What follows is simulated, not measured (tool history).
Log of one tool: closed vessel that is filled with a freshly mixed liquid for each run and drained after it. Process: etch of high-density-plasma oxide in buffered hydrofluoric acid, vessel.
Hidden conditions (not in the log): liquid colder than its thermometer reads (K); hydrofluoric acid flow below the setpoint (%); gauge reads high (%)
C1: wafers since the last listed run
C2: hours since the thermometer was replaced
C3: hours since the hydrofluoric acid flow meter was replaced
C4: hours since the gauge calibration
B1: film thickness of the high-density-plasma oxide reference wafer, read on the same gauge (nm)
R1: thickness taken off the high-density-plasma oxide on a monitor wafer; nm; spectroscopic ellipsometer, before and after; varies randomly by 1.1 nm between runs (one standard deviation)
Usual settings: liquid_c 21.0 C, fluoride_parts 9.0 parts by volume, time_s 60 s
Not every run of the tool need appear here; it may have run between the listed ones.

Run 1, hour 0.0: usual settings; C1 0; C2 14.5; C3 12.8; C4 1259.8; B1 150.04. Result: R1 114.41 nm.
Run 2, hour 80.8: usual settings; C1 4892; C2 95.3; C3 93.6; C4 1340.6; B1 150.02. Result: R1 112.32 nm.
Run 3, hour 147.6: usual settings but liquid_c 18.0 C; C1 4044; C2 162.1; C3 160.4; C4 1407.4; B1 150.01. Result: R1 95.01 nm.
Run 4, hour 226.4: usual settings but time_s 50 s; C1 4771; C2 240.9; C3 239.2; C4 1486.2; B1 150.01. Result: R1 93.37 nm.
Run 5, hour 303.6: usual settings but time_s 85 s; C1 4674; C2 318.1; C3 316.4; C4 1563.4; B1 150.01. Result: R1 158.04 nm.
Run 6, hour 404.4: usual settings but time_s 85 s; C1 6103; C2 418.9; C3 417.2; C4 1664.2; B1 149.97. Result: R1 159.74 nm.
Run 7, hour 469.1: usual settings but time_s 85 s; C1 3917; C2 483.6; C3 481.9; C4 1728.9; B1 150.00. Result: R1 155.87 nm.
Run 8, hour 543.7: usual settings; C1 4517; C2 558.2; C3 556.5; C4 1803.5; B1 150.01. Result: R1 108.82 nm.
Run 9, hour 622.5: usual settings; C1 4771; C2 637.0; C3 635.3; C4 1882.3; B1 150.01. Result: R1 109.78 nm.
Run 10, hour 719.1: usual settings; C1 5849; C2 733.6; C3 731.9; C4 1978.9; B1 149.97. Result: R1 110.00 nm.
Run 11, hour 810.6: usual settings; C1 5540; C2 825.1; C3 823.4; C4 2070.4; B1 150.04. Result: R1 107.95 nm.
At hour 848.0: gauge calibrated.
Run 12, hour 867.6: usual settings; C1 3451; C2 882.1; C3 880.4; C4 19.6; B1 149.98. Result: R1 108.49 nm.
Run 13, hour 963.2: usual settings; C1 5788; C2 977.7; C3 976.0; C4 115.2; B1 150.01. Result: R1 110.81 nm.
Run 14, hour 1055.5: usual settings; C1 5588; C2 1070.0; C3 1068.3; C4 207.5; B1 149.99. Result: R1 107.95 nm.
Run 15, hour 1142.6: usual settings but liquid_c 24.5 C, fluoride_parts 8.0 parts by volume, time_s 40 s; C1 5273; C2 1157.1; C3 1155.4; C4 294.6; B1 150.01. Result: R1 100.41 nm.
Run 16, hour 1213.5: usual settings but time_s 70 s; C1 4293; C2 1228.0; C3 1226.3; C4 365.5; B1 150.01. Result: R1 127.86 nm.
Run 17, hour 1284.8: usual settings but liquid_c 25.5 C, fluoride_parts 5.5 parts by volume, time_s 30 s; C1 4317; C2 1299.3; C3 1297.6; C4 436.8; B1 149.94. Result: R1 111.35 nm.
At hour 1286.1: thermometer replaced.
Run 18, hour 1362.3: usual settings but liquid_c 24.5 C, fluoride_parts 5.5 parts by volume, time_s 40 s; C1 4632; C2 76.2; C3 1375.1; C4 514.3; B1 149.99. Result: R1 133.92 nm.
Run 19, hour 1450.2: usual settings but liquid_c 22.5 C, fluoride_parts 5.5 parts by volume, time_s 85 s; C1 5322; C2 164.1; C3 1463.0; C4 602.2; B1 149.96. Result: R1 253.84 nm.
Run 20, hour 1536.1: usual settings but liquid_c 19.0 C, fluoride_parts 12.0 parts by volume, time_s 85 s; C1 5201; C2 250.0; C3 1548.9; C4 688.1; B1 150.00. Result: R1 100.53 nm.
At hour 1596.0: hydrofluoric acid flow meter replaced.
Run 21, hour 1625.7: usual settings but liquid_c 24.5 C, fluoride_parts 10.5 parts by volume, time_s 40 s; C1 5364; C2 339.6; C3 29.7; C4 777.7; B1 150.01. Result: R1 72.71 nm.
At hour 1649.6: thermometer replaced, repeated, since the last time left the tool worse.
Run 22, hour 1697.1: usual settings but liquid_c 23.5 C, fluoride_parts 10.0 parts by volume; C1 4262; C2 47.5; C3 101.1; C4 849.1; B1 149.99. Result: R1 121.94 nm.
Run 23, hour 1736.4: usual settings; C1 2379; C2 86.8; C3 140.4; C4 888.4; B1 150.00. Result: R1 113.60 nm.
Run 24, hour 1814.3: usual settings; C1 4716; C2 164.7; C3 218.3; C4 966.3; B1 149.98. Result: R1 114.45 nm.
Run 25, hour 1916.1: usual settings but fluoride_parts 11.5 parts by volume, time_s 75 s; C1 6164; C2 266.5; C3 320.1; C4 1068.1; B1 149.98. Result: R1 113.94 nm.
Run 26, hour 1954.3: usual settings; C1 2313; C2 304.7; C3 358.3; C4 1106.3; B1 150.04. Result: R1 109.67 nm.
Run 27, hour 2028.1: usual settings but liquid_c 17.0 C, fluoride_parts 12.5 parts by volume, time_s 30 s; C1 4468; C2 378.5; C3 432.1; C4 1180.1; B1 149.96. Result: R1 33.22 nm.
Run 28, hour 2085.8: usual settings; C1 3493; C2 436.2; C3 489.8; C4 1237.8; B1 150.03. Result: R1 112.77 nm.

3 ways to go on from here, each from the tool as it stands after run 28. What would each give?
Run A, hour 2086.5: usual settings but liquid_c 17.0 C; C1 42; C2 436.9; C3 490.5; C4 1238.5; B1 ?. Result: R1 ?.
Run B, hour 2086.5: usual settings but time_s 80 s; C1 42; C2 436.9; C3 490.5; C4 1238.5; B1 ?. Result: R1 ?.
Run C, hour 2086.5: usual settings but liquid_c 25.5 C, time_s 85 s; C1 42; C2 436.9; C3 490.5; C4 1238.5; B1 ?. Result: R1 ?.

run      B1      R1
  A  149.99   89.24
  B  149.99  149.15
  C  149.99  202.90
With the hidden condition removed and each run's random variation left untouched, the same runs would have given:
run      R1
  A   91.30
  B  152.51
  C  207.33
